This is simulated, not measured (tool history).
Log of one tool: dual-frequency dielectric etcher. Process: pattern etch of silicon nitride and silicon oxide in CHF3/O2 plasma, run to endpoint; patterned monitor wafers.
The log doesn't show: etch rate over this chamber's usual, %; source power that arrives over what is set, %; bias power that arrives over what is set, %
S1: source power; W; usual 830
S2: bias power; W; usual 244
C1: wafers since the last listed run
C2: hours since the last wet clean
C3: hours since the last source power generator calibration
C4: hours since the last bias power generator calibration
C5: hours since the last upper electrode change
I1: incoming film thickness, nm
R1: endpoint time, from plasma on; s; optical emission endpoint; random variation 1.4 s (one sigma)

{"run": 1, "hour": 0.0, "S1": 830, "S2": 211, "C1": 0, "C2": 394.5, "C3": 2183.3, "C4": 3342.1, "C5": 2533.4, "I1": 311.0, "R1": 189.0}
{"run": 2, "hour": 76.7, "S1": 830, "S2": 211, "C1": 641, "C2": 471.2, "C3": 2260.0, "C4": 3418.8, "C5": 2610.1, "I1": 313.1, "R1": 187.2}
{"run": 3, "hour": 108.5, "S1": 830, "S2": 211, "C1": 265, "C2": 503.0, "C3": 2291.8, "C4": 3450.6, "C5": 2641.9, "I1": 311.4, "R1": 185.9}
{"run": 4, "hour": 179.4, "S1": 870, "S2": 244, "C1": 592, "C2": 573.9, "C3": 2362.7, "C4": 3521.5, "C5": 2712.8, "I1": 313.4, "R1": 169.1}
{"hour": 219.9, "done": "wet clean of the chamber"}
{"run": 5, "hour": 220.4, "S1": 870, "S2": 244, "C1": 142, "C2": 0.5, "C3": 2403.7, "C4": 3562.5, "C5": 2753.8, "I1": 310.3, "R1": 168.9}
{"run": 6, "hour": 238.3, "S1": 870, "S2": 244, "C1": 149, "C2": 18.4, "C3": 2421.6, "C4": 3580.4, "C5": 2771.7, "I1": 311.2, "R1": 168.9}
{"hour": 262.4, "done": "source power generator calibrated"}
{"run": 7, "hour": 293.3, "S1": 950, "S2": 244, "C1": 426, "C2": 73.4, "C3": 30.9, "C4": 3635.4, "C5": 2826.7, "I1": 312.9, "R1": 166.5}
{"run": 8, "hour": 327.3, "S1": 950, "S2": 244, "C1": 284, "C2": 107.4, "C3": 64.9, "C4": 3669.4, "C5": 2860.7, "I1": 310.7, "R1": 163.8}
{"run": 9, "hour": 394.5, "S1": 950, "S2": 244, "C1": 561, "C2": 174.6, "C3": 132.1, "C4": 3736.6, "C5": 2927.9, "I1": 315.0, "R1": 163.8}
{"hour": 420.1, "done": "upper electrode replaced"}
{"run": 10, "hour": 427.3, "S1": 700, "S2": 244, "C1": 73, "C2": 207.4, "C3": 164.9, "C4": 3769.4, "C5": 7.2, "I1": 313.9, "R1": 184.7}
{"hour": 471.5, "done": "bias power generator calibrated"}
{"run": 11, "hour": 497.1, "S1": 700, "S2": 244, "C1": 550, "C2": 277.2, "C3": 234.7, "C4": 25.6, "C5": 77.0, "I1": 314.2, "R1": 187.9}
{"run": 12, "hour": 544.7, "S1": 830, "S2": 244, "C1": 397, "C2": 324.8, "C3": 282.3, "C4": 73.2, "C5": 124.6, "I1": 314.6, "R1": 174.8}
{"run": 13, "hour": 596.8, "S1": 920, "S2": 285, "C1": 435, "C2": 376.9, "C3": 334.4, "C4": 125.3, "C5": 176.7, "I1": 311.3, "R1": 151.8}
{"run": 14, "hour": 654.7, "S1": 830, "S2": 244, "C1": 484, "C2": 434.8, "C3": 392.3, "C4": 183.2, "C5": 234.6, "I1": 312.7, "R1": 173.5}
{"run": 15, "hour": 684.9, "S1": 830, "S2": 244, "C1": 252, "C2": 465.0, "C3": 422.5, "C4": 213.4, "C5": 264.8, "I1": 311.9, "R1": 172.3}
{"run": 16, "hour": 726.9, "S1": 830, "S2": 213, "C1": 351, "C2": 507.0, "C3": 464.5, "C4": 255.4, "C5": 306.8, "I1": 313.6, "R1": 183.3}
{"run": 17, "hour": 763.2, "S1": 830, "S2": 281, "C1": 303, "C2": 543.3, "C3": 500.8, "C4": 291.7, "C5": 343.1, "I1": 313.0, "R1": 160.2}
{"hour": 859.4, "done": "wet clean of the chamber"}
{"run": 18, "hour": 859.9, "S1": 830, "S2": 295, "C1": 607, "C2": 0.5, "C3": 597.5, "C4": 388.4, "C5": 439.8, "I1": 316.4, "R1": 158.2}
{"run": 19, "hour": 897.4, "S1": 950, "S2": 187, "C1": 313, "C2": 38.0, "C3": 635.0, "C4": 425.9, "C5": 477.3, "I1": 313.5, "R1": 187.9}
{"run": 20, "hour": 968.8, "S1": 660, "S2": 244, "C1": 596, "C2": 109.4, "C3": 706.4, "C4": 497.3, "C5": 548.7, "I1": 313.8, "R1": 187.2}
{"run": 21, "hour": 1001.4, "S1": 830, "S2": 244, "C1": 272, "C2": 142.0, "C3": 739.0, "C4": 529.9, "C5": 581.3, "I1": 312.2, "R1": 172.7}
{"run": 22, "hour": 1036.8, "S1": 1020, "S2": 261, "C1": 295, "C2": 177.4, "C3": 774.4, "C4": 565.3, "C5": 616.7, "I1": 311.4, "R1": 152.0}
{"run": 23, "hour": 1084.6, "S1": 940, "S2": 244, "C1": 399, "C2": 225.2, "C3": 822.2, "C4": 613.1, "C5": 664.5, "I1": 310.0, "R1": 163.7}
{"run": 24, "hour": 1120.4, "S1": 640, "S2": 280, "C1": 299, "C2": 261.0, "C3": 858.0, "C4": 648.9, "C5": 700.3, "I1": 314.4, "R1": 178.6}
{"run": 25, "hour": 1181.9, "S1": 830, "S2": 244, "C1": 514, "C2": 322.5, "C3": 919.5, "C4": 710.4, "C5": 761.8, "I1": 311.8, "R1": 170.6}
{"run": 26, "hour": 1212.2, "S1": 700, "S2": 302, "C1": 253, "C2": 352.8, "C3": 949.8, "C4": 740.7, "C5": 792.1, "I1": 315.5, "R1": 167.2}
{"run": 27, "hour": 1261.4, "S1": 830, "S2": 186, "C1": 411, "C2": 402.0, "C3": 999.0, "C4": 789.9, "C5": 841.3, "I1": 314.1, "R1": 199.8}
{"run": 28, "hour": 1311.3, "S1": 710, "S2": 244, "C1": 417, "C2": 451.9, "C3": 1048.9, "C4": 839.8, "C5": 891.2, "I1": 310.1, "R1": 180.6}
{"run": 29, "hour": 1356.5, "S1": 830, "S2": 244, "C1": 377, "C2": 497.1, "C3": 1094.1, "C4": 885.0, "C5": 936.4, "I1": 317.6, "R1": 175.4}
{"run": 30, "hour": 1422.3, "S1": 930, "S2": 272, "C1": 550, "C2": 562.9, "C3": 1159.9, "C4": 950.8, "C5": 1002.2, "I1": 311.9, "R1": 153.7}
{"run": 31, "hour": 1452.8, "S1": 940, "S2": 293, "C1": 255, "C2": 593.4, "C3": 1190.4, "C4": 981.3, "C5": 1032.7, "I1": 311.4, "R1": 146.6}
{"run": 32, "hour": 1518.7, "S1": 1010, "S2": 294, "C1": 551, "C2": 659.3, "C3": 1256.3, "C4": 1047.2, "C5": 1098.6, "I1": 313.3, "R1": 146.8}
{"hour": 1552.3, "done": "wet clean of the chamber"}
{"run": 33, "hour": 1552.8, "S1": 770, "S2": 276, "C1": 84, "C2": 0.5, "C3": 1290.4, "C4": 1081.3, "C5": 1132.7, "I1": 311.4, "R1": 164.4}
{"run": 34, "hour": 1609.1, "S1": 670, "S2": 301, "C1": 470, "C2": 56.8, "C3": 1346.7, "C4": 1137.6, "C5": 1189.0, "I1": 315.0, "R1": 170.2}
{"run": 35, "hour": 1638.1, "S1": 950, "S2": 244, "C1": 242, "C2": 85.8, "C3": 1375.7, "C4": 1166.6, "C5": 1218.0, "I1": 313.5, "R1": 162.4}
{"run": 36, "hour": 1687.7, "S1": 660, "S2": 221, "C1": 414, "C2": 135.4, "C3": 1425.3, "C4": 1216.2, "C5": 1267.6, "I1": 311.1, "R1": 200.1}

Forecast each of these 3 alternatives for the next run:
{"run": "A", "hour": 1688.2, "S1": 830, "S2": 293, "C1": 4, "C2": 135.9, "C3": 1425.8, "C4": 1216.7, "C5": 1268.1, "I1": 313.3, "R1": "?"}
{"run": "B", "hour": 1688.2, "S1": 960, "S2": 244, "C1": 4, "C2": 135.9, "C3": 1425.8, "C4": 1216.7, "C5": 1268.1, "I1": 313.3, "R1": "?"}
{"run": "C", "hour": 1688.2, "S1": 900, "S2": 187, "C1": 4, "C2": 135.9, "C3": 1425.8, "C4": 1216.7, "C5": 1268.1, "I1": 313.3, "R1": "?"}

run=A R1=155.8
run=B R1=161.6
run=C R1=191.9
Without the tool's hidden state the same runs would have given:
run=A R1=155.8
run=B R1=161.6
run=C R1=191.9

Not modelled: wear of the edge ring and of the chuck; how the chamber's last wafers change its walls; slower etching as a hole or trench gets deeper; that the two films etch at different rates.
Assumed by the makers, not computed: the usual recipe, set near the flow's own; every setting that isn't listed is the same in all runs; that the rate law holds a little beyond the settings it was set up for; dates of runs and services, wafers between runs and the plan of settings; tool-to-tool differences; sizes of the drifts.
